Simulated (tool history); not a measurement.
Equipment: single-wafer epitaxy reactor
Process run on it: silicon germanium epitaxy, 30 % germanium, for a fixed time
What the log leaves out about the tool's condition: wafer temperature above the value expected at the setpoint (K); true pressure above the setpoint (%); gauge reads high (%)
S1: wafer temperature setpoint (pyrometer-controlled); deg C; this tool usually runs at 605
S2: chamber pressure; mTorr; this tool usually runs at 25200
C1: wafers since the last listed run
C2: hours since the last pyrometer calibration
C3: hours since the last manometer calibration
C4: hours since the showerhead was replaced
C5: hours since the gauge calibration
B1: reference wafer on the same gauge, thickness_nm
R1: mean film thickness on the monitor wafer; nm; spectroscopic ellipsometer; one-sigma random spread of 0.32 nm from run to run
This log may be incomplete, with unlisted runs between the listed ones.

run	hour	S1	S2	C1	C2	C3	C4	C5	B1	R1
1	0	605	25200	0	1313	1283.9	6972.3	488	80.815	71.006
2	45.5	605	25200	619	1358.5	1329.4	7017.8	533.5	80.934	71.355
3	90.3	605	25200	610	1403.3	1374.2	7062.6	578.3	80.923	71.521
4	157.9	594	25200	920	1470.9	1441.8	7130.2	645.9	80.95	59.87
5	184.5	594	25200	362	1497.5	1468.4	7156.8	672.5	80.945	60.194
6	227.8	605	25200	589	1540.8	1511.7	7200.1	715.8	80.959	71.02
7	298.8	605	25200	967	1611.8	1582.7	7271.1	786.8	80.921	71.466
8	323.3	605	25200	333	1636.3	1607.2	7295.6	811.3	80.742	71.418
9	351.9	605	25200	389	1664.9	1635.8	7324.2	839.9	81.005	71.464
10	393.2	605	25200	562	1706.2	1677.1	7365.5	881.2	80.889	70.543
11	443.6	610	25200	686	1756.6	1727.5	7415.9	931.6	80.997	77.202
12	486.1	605	25200	578	1799.1	1770	7458.4	974.1	80.928	71.153
13	530.1	605	25200	599	1843.1	1814	7502.4	1018.1	80.897	70.782
14	601.4	605	25200	971	1914.4	1885.3	7573.7	1089.4	80.83	71.167
15	631.2	605	25200	405	1944.2	1915.1	7603.5	1119.2	80.989	71.57
16	697.1	605	25200	897	2010.1	1981	7669.4	1185.1	80.921	70.925
# hour 720: capacitance manometer re-zeroed and calibrated
17	765.1	605	25200	817	2078.1	45.1	7737.4	1253.1	80.838	71.381
# hour 801.1: showerhead replaced
18	813.6	612	27200	551	2126.6	93.6	12.5	1301.6	80.889	80.487
19	884.1	605	19600	960	2197.1	164.1	83	1372.1	80.795	67.763
# hour 960.2: gauge calibrated
20	1040	605	28400	2123	2353	320	238.9	79.8	80.876	73.049
21	1069.5	590	21200	401	2382.5	349.5	268.4	109.3	80.948	54.234
22	1123.8	601	25200	739	2436.8	403.8	322.7	163.6	80.924	66.911
23	1191.4	600	20400	920	2504.4	471.4	390.3	231.2	80.973	63.623
24	1234	605	27000	580	2547	514	432.9	273.8	80.993	72.33
25	1281.9	614	22600	652	2594.9	561.9	480.8	321.7	80.882	80.21

Run 26 comes next. What will it give?
26	1482.6	618	25200	2733	2795.6	762.6	681.5	522.4	?	?

{"run 26": {"B1": 80.928, "R1": 87.583}}
Were there no unlogged condition in the tool, this run, its random variation unchanged, would have produced R1 87.583 nm.
